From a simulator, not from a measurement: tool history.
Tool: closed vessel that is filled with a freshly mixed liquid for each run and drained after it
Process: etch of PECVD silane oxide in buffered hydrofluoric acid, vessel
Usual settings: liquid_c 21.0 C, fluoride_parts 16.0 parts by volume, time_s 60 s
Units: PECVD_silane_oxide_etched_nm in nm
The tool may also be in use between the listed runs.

run	hour	liquid_c	fluoride_parts	time_s	read-back film thickness of the PECVD silane oxide reference wafer, read on the same gauge (nm)	PECVD_silane_oxide_etched_nm
1	0.0	21.0	16.0	60	50.00	109.76
2	59.3	21.0	11.0	60	49.97	157.44
3	91.8	21.0	11.0	60	50.02	156.35
4	127.3	21.0	11.0	60	50.00	156.78
5	192.6	21.0	16.0	60	50.00	108.91
6	230.6	21.0	16.0	60	50.01	108.47
7	261.5	21.0	16.0	60	50.04	108.22
8	327.7	21.0	16.0	60	50.02	109.05
# hour 398.2: thermometer replaced
# hour 425.1: gauge calibrated
9	504.4	21.0	16.0	60	50.00	107.35
10	534.6	21.0	16.0	60	50.00	107.82
11	577.0	21.0	16.0	60	49.98	107.42
# hour 595.0: hydrofluoric acid flow meter replaced
12	628.8	21.0	16.0	60	49.98	111.97
13	674.8	21.0	13.0	60	50.01	137.18
14	736.1	21.0	13.0	60	50.00	137.02
15	790.5	21.0	16.0	60	50.00	110.88
16	851.5	23.0	12.5	60	49.99	158.68
17	918.0	17.5	20.0	90	49.99	110.63
18	968.4	24.5	14.0	50	50.01	128.69
19	1012.2	17.0	22.0	80	49.99	89.04
20	1057.1	19.5	11.0	35	49.99	85.70
21	1104.8	21.0	16.0	60	49.98	111.30
22	1168.2	17.0	16.0	60	50.00	88.45

Forecast run 23:
23	1237.5	21.0	10.5	85	?	?

{"run 23": {"read-back film thickness of the PECVD silane oxide reference wafer, read on the same gauge (nm)": 50.0, "PECVD_silane_oxide_etched_nm": 237.19}}
Without the tool's hidden state the same run would have given PECVD_silane_oxide_etched_nm 240.84 nm.
